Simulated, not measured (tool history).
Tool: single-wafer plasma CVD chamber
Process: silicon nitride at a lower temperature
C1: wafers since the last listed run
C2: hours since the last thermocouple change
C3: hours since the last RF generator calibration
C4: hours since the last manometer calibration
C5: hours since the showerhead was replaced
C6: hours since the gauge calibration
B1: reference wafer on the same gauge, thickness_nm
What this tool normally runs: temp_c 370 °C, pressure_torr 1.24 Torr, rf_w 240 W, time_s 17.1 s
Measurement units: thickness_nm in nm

run 1 day=0 | temp_c=370 pressure_torr=1.24 rf_w=240 time_s=17.1 | C1=0 C2=1761.4 C3=779.9 C4=2412.5 C5=6067.5 C6=274.2 | B1=13.832 | thickness_nm=14.372
run 2 day=1.3 | temp_c=370 pressure_torr=1.24 rf_w=240 time_s=17.1 | C1=555 C2=1792.6 C3=811.1 C4=2443.7 C5=6098.7 C6=305.4 | B1=13.828 | thickness_nm=14.503
run 3 day=2.117 | temp_c=370 pressure_torr=1.24 rf_w=240 time_s=17.1 | C1=349 C2=1812.2 C3=830.7 C4=2463.3 C5=6118.3 C6=325 | B1=13.817 | thickness_nm=14.477
run 4 day=3.042 | temp_c=370 pressure_torr=1.12 rf_w=240 time_s=17.1 | C1=395 C2=1834.4 C3=852.9 C4=2485.5 C5=6140.5 C6=347.2 | B1=13.825 | thickness_nm=14.127
run 5 day=4.196 | temp_c=377 pressure_torr=1.24 rf_w=200 time_s=17.1 | C1=493 C2=1862.1 C3=880.6 C4=2513.2 C5=6168.2 C6=374.9 | B1=13.805 | thickness_nm=11.959
run 6 day=5.238 | temp_c=370 pressure_torr=1.24 rf_w=240 time_s=17.1 | C1=445 C2=1887.1 C3=905.6 C4=2538.2 C5=6193.2 C6=399.9 | B1=13.812 | thickness_nm=14.459
-- day=6.5 gauge calibrated
run 7 day=8.646 | temp_c=370 pressure_torr=1.24 rf_w=240 time_s=19.6 | C1=1457 C2=1968.9 C3=987.4 C4=2620 C5=6275 C6=51.5 | B1=14.044 | thickness_nm=16.87
-- day=9.312 capacitance manometer re-zeroed and calibrated
run 8 day=9.462 | temp_c=370 pressure_torr=1.24 rf_w=240 time_s=19.6 | C1=206 C2=1988.5 C3=1007 C4=3.6 C5=6294.6 C6=71.1 | B1=14.008 | thickness_nm=16.832
-- day=9.938 showerhead replaced
run 9 day=10.754 | temp_c=359 pressure_torr=1.24 rf_w=205 time_s=17.1 | C1=409 C2=2019.5 C3=1038 C4=34.6 C5=19.6 C6=102.1 | B1=13.982 | thickness_nm=12.437
-- day=11.175 thermocouple changed; heater temperature recalibrated
run 10 day=11.708 | temp_c=370 pressure_torr=1.24 rf_w=240 time_s=16.1 | C1=265 C2=12.8 C3=1060.9 C4=57.5 C5=42.5 C6=125 | B1=13.956 | thickness_nm=13.708
-- day=12.85 RF generator calibrated
run 11 day=13.129 | temp_c=379 pressure_torr=1.04 rf_w=240 time_s=17.1 | C1=464 C2=46.9 C3=6.7 C4=91.6 C5=76.6 C6=159.1 | B1=13.941 | thickness_nm=13.893
run 12 day=14.204 | temp_c=370 pressure_torr=1.24 rf_w=240 time_s=17.1 | C1=459 C2=72.7 C3=32.5 C4=117.4 C5=102.4 C6=184.9 | B1=13.936 | thickness_nm=14.532
run 13 day=15.125 | temp_c=382 pressure_torr=0.95 rf_w=215 time_s=17.1 | C1=393 C2=94.8 C3=54.6 C4=139.5 C5=124.5 C6=207 | B1=13.913 | thickness_nm=12.215
run 14 day=16.167 | temp_c=370 pressure_torr=1.24 rf_w=240 time_s=17.1 | C1=445 C2=119.8 C3=79.6 C4=164.5 C5=149.5 C6=232 | B1=13.912 | thickness_nm=14.559
run 15 day=16.767 | temp_c=364 pressure_torr=1.39 rf_w=215 time_s=14.3 | C1=256 C2=134.2 C3=94 C4=178.9 C5=163.9 C6=246.4 | B1=13.901 | thickness_nm=11.156
run 16 day=18.112 | temp_c=384 pressure_torr=1.24 rf_w=285 time_s=15.5 | C1=575 C2=166.5 C3=126.3 C4=211.2 C5=196.2 C6=278.7 | B1=13.895 | thickness_nm=15.367
run 17 day=19.033 | temp_c=370 pressure_torr=1.24 rf_w=240 time_s=17.1 | C1=393 C2=188.6 C3=148.4 C4=233.3 C5=218.3 C6=300.8 | B1=13.879 | thickness_nm=14.474

Measured result minus the same run's result without the hidden state. Both carry the same run-to-run variation, though not necessarily the same gauge scatter:
Hidden conditions of the tool in this case: wafer temperature above the value expected at the setpoint (K); delivered RF power above the setpoint (%); true pressure above the setpoint (%); gauge reads high (%).
run=1 thickness_nm=-0.277
run=2 thickness_nm=-0.288
run=3 thickness_nm=-0.292
run=4 thickness_nm=-0.29
run=5 thickness_nm=-0.248
run=6 thickness_nm=-0.304
run=7 thickness_nm=-0.079
run=8 thickness_nm=-0.107
run=9 thickness_nm=-0.107
run=10 thickness_nm=-0.136
run=11 thickness_nm=-0.162
run=12 thickness_nm=-0.183
run=13 thickness_nm=-0.164
run=14 thickness_nm=-0.206
run=15 thickness_nm=-0.162
run=16 thickness_nm=-0.233
run=17 thickness_nm=-0.225
